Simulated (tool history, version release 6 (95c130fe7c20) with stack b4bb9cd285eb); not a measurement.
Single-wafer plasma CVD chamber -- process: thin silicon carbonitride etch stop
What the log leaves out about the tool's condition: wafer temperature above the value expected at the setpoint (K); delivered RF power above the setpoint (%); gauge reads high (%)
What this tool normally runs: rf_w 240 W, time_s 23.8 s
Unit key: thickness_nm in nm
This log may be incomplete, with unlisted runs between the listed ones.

| run | hour | rf_w | time_s | wafers since the last listed run | hours since the last thermocouple change | hours since the last RF generator calibration | hours since the showerhead was replaced | hours since the gauge calibration | read-back reference wafer on the same gauge, thickness_nm | thickness_nm |
|---|---|---|---|---|---|---|---|---|---|---|
| 1 | 0.0 | 240 | 20.0 | 0 | 1082.3 | 1714.1 | 3702.6 | 447.0 | 17.506 | 13.552 |
| 2 | 60.5 | 240 | 20.0 | 1818 | 1142.8 | 1774.6 | 3763.1 | 507.5 | 17.500 | 13.519 |
| 3 | 103.1 | 240 | 20.0 | 1280 | 1185.4 | 1817.2 | 3805.7 | 550.1 | 17.496 | 13.537 |
| 4 | 163.0 | 240 | 23.8 | 1800 | 1245.3 | 1877.1 | 3865.6 | 610.0 | 17.489 | 16.084 |
| 5 | 189.2 | 240 | 23.8 | 787 | 1271.5 | 1903.3 | 3891.8 | 636.2 | 17.499 | 16.112 |
| 6 | 223.2 | 240 | 23.8 | 1022 | 1305.5 | 1937.3 | 3925.8 | 670.2 | 17.504 | 16.051 |
| 7 | 284.9 | 240 | 23.8 | 1854 | 1367.2 | 1999.0 | 3987.5 | 731.9 | 17.509 | 16.033 |
| 8 | 314.3 | 240 | 23.8 | 883 | 1396.6 | 2028.4 | 4016.9 | 761.3 | 17.518 | 16.066 |
|  | 336.1 | gauge calibrated |
| 9 | 368.4 | 260 | 23.8 | 1626 | 1450.7 | 2082.5 | 4071.0 | 32.3 | 17.515 | 16.299 |
| 10 | 439.4 | 260 | 23.8 | 2134 | 1521.7 | 2153.5 | 4142.0 | 103.3 | 17.504 | 16.281 |
|  | 480.7 | thermocouple changed; heater temperature recalibrated |
| 11 | 491.5 | 240 | 23.8 | 1325 | 10.8 | 2205.6 | 4194.1 | 155.4 | 17.509 | 16.021 |
|  | 566.4 | RF generator calibrated |
|  | 581.3 | showerhead replaced |
| 12 | 585.8 | 240 | 23.8 | 2353 | 105.1 | 19.4 | 4.5 | 249.7 | 17.488 | 16.288 |
| 13 | 611.9 | 240 | 23.8 | 784 | 131.2 | 45.5 | 30.6 | 275.8 | 17.494 | 16.277 |
| 14 | 679.7 | 215 | 28.3 | 2038 | 199.0 | 113.3 | 98.4 | 343.6 | 17.501 | 19.028 |

Predict the results of run 15:
| 15 | 729.9 | 260 | 26.2 | 1509 | 249.2 | 163.5 | 148.6 | 393.8 | ? | ? |

{"run 15": {"read-back reference wafer on the same gauge, thickness_nm": 17.503, "thickness_nm": 18.088}}
If the tool had no hidden condition, the same run with the same run-to-run variation would have returned thickness_nm 18.128 nm.
